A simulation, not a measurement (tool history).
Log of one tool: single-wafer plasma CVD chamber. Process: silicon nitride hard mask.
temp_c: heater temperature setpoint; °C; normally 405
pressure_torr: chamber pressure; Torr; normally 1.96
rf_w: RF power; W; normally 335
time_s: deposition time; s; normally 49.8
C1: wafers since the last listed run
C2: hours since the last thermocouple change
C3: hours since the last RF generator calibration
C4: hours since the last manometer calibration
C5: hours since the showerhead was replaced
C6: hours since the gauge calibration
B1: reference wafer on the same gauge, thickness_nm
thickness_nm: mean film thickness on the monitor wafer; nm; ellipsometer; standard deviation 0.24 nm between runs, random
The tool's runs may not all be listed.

{"run": 1, "hour": 0.0, "temp_c": 405, "pressure_torr": 1.96, "rf_w": 335, "time_s": 49.8, "C1": 0, "C2": 2874.3, "C3": 1066.2, "C4": 2156.0, "C5": 7343.0, "C6": 540.4, "B1": 61.766, "thickness_nm": 62.16}
{"run": 2, "hour": 47.0, "temp_c": 405, "pressure_torr": 1.96, "rf_w": 335, "time_s": 49.8, "C1": 927, "C2": 2921.3, "C3": 1113.2, "C4": 2203.0, "C5": 7390.0, "C6": 587.4, "B1": 61.77, "thickness_nm": 62.337}
{"run": 3, "hour": 104.4, "temp_c": 414, "pressure_torr": 1.96, "rf_w": 335, "time_s": 49.8, "C1": 1133, "C2": 2978.7, "C3": 1170.6, "C4": 2260.4, "C5": 7447.4, "C6": 644.8, "B1": 61.913, "thickness_nm": 62.478}
{"run": 4, "hour": 200.9, "temp_c": 414, "pressure_torr": 1.96, "rf_w": 335, "time_s": 49.8, "C1": 1905, "C2": 3075.2, "C3": 1267.1, "C4": 2356.9, "C5": 7543.9, "C6": 741.3, "B1": 62.085, "thickness_nm": 62.603}
{"run": 5, "hour": 238.1, "temp_c": 414, "pressure_torr": 1.96, "rf_w": 335, "time_s": 49.8, "C1": 734, "C2": 3112.4, "C3": 1304.3, "C4": 2394.1, "C5": 7581.1, "C6": 778.5, "B1": 62.249, "thickness_nm": 62.389}
{"hour": 327.3, "done": "capacitance manometer re-zeroed and calibrated"}
{"run": 6, "hour": 327.8, "temp_c": 405, "pressure_torr": 1.96, "rf_w": 335, "time_s": 49.8, "C1": 1612, "C2": 3202.1, "C3": 1394.0, "C4": 0.5, "C5": 7670.8, "C6": 868.2, "B1": 62.329, "thickness_nm": 63.482}
{"hour": 363.9, "done": "RF generator calibrated"}
{"hour": 366.6, "done": "showerhead replaced"}
{"hour": 383.6, "done": "gauge calibrated"}
{"run": 7, "hour": 388.4, "temp_c": 405, "pressure_torr": 1.73, "rf_w": 335, "time_s": 49.8, "C1": 985, "C2": 3262.7, "C3": 24.5, "C4": 61.1, "C5": 21.8, "C6": 4.8, "B1": 60.44, "thickness_nm": 59.192}
{"hour": 409.3, "done": "thermocouple changed; heater temperature recalibrated"}
{"run": 8, "hour": 442.6, "temp_c": 405, "pressure_torr": 1.96, "rf_w": 335, "time_s": 49.8, "C1": 912, "C2": 33.3, "C3": 78.7, "C4": 115.3, "C5": 76.0, "C6": 59.0, "B1": 60.597, "thickness_nm": 60.928}
{"run": 9, "hour": 523.2, "temp_c": 405, "pressure_torr": 1.96, "rf_w": 335, "time_s": 42.1, "C1": 1591, "C2": 113.9, "C3": 159.3, "C4": 195.9, "C5": 156.6, "C6": 139.6, "B1": 60.793, "thickness_nm": 52.087}
{"run": 10, "hour": 674.1, "temp_c": 405, "pressure_torr": 1.96, "rf_w": 335, "time_s": 49.8, "C1": 2979, "C2": 264.8, "C3": 310.2, "C4": 346.8, "C5": 307.5, "C6": 290.5, "B1": 61.0, "thickness_nm": 61.741}
{"run": 11, "hour": 759.4, "temp_c": 405, "pressure_torr": 1.96, "rf_w": 335, "time_s": 55.7, "C1": 1684, "C2": 350.1, "C3": 395.5, "C4": 432.1, "C5": 392.8, "C6": 375.8, "B1": 61.086, "thickness_nm": 69.272}
{"run": 12, "hour": 860.9, "temp_c": 405, "pressure_torr": 1.68, "rf_w": 290, "time_s": 49.8, "C1": 2003, "C2": 451.6, "C3": 497.0, "C4": 533.6, "C5": 494.3, "C6": 477.3, "B1": 61.486, "thickness_nm": 53.944}
{"run": 13, "hour": 897.4, "temp_c": 419, "pressure_torr": 1.96, "rf_w": 335, "time_s": 56.4, "C1": 720, "C2": 488.1, "C3": 533.5, "C4": 570.1, "C5": 530.8, "C6": 513.8, "B1": 61.525, "thickness_nm": 70.114}
{"run": 14, "hour": 958.9, "temp_c": 405, "pressure_torr": 1.96, "rf_w": 335, "time_s": 49.8, "C1": 1214, "C2": 549.6, "C3": 595.0, "C4": 631.6, "C5": 592.3, "C6": 575.3, "B1": 61.586, "thickness_nm": 62.67}

A few steps of thickness_nm between consecutive runs. Split each: what settings, incoming material and random variation would produce without the hidden state, and what is left over for the hidden state, along with gauge scatter present in only one of the two compared results (measured, and without hidden state):
What the log doesn't record here: wafer temperature above the value expected at the setpoint (K); delivered RF power above the setpoint (%); true pressure above the setpoint (%); gauge reads high (%).
Run 6 -> 7: pressure_torr 1.96 -> 1.73, RF generator calibrated, showerhead replaced, gauge calibrated. thickness_nm -4.290 nm: hidden state -1.971, all else -2.319.
Run 12 -> 13: temp_c 405 -> 419, pressure_torr 1.68 -> 1.96, rf_w 290 -> 335, time_s 49.8 -> 56.4. thickness_nm +16.170 nm: hidden state +0.273, all else +15.897.
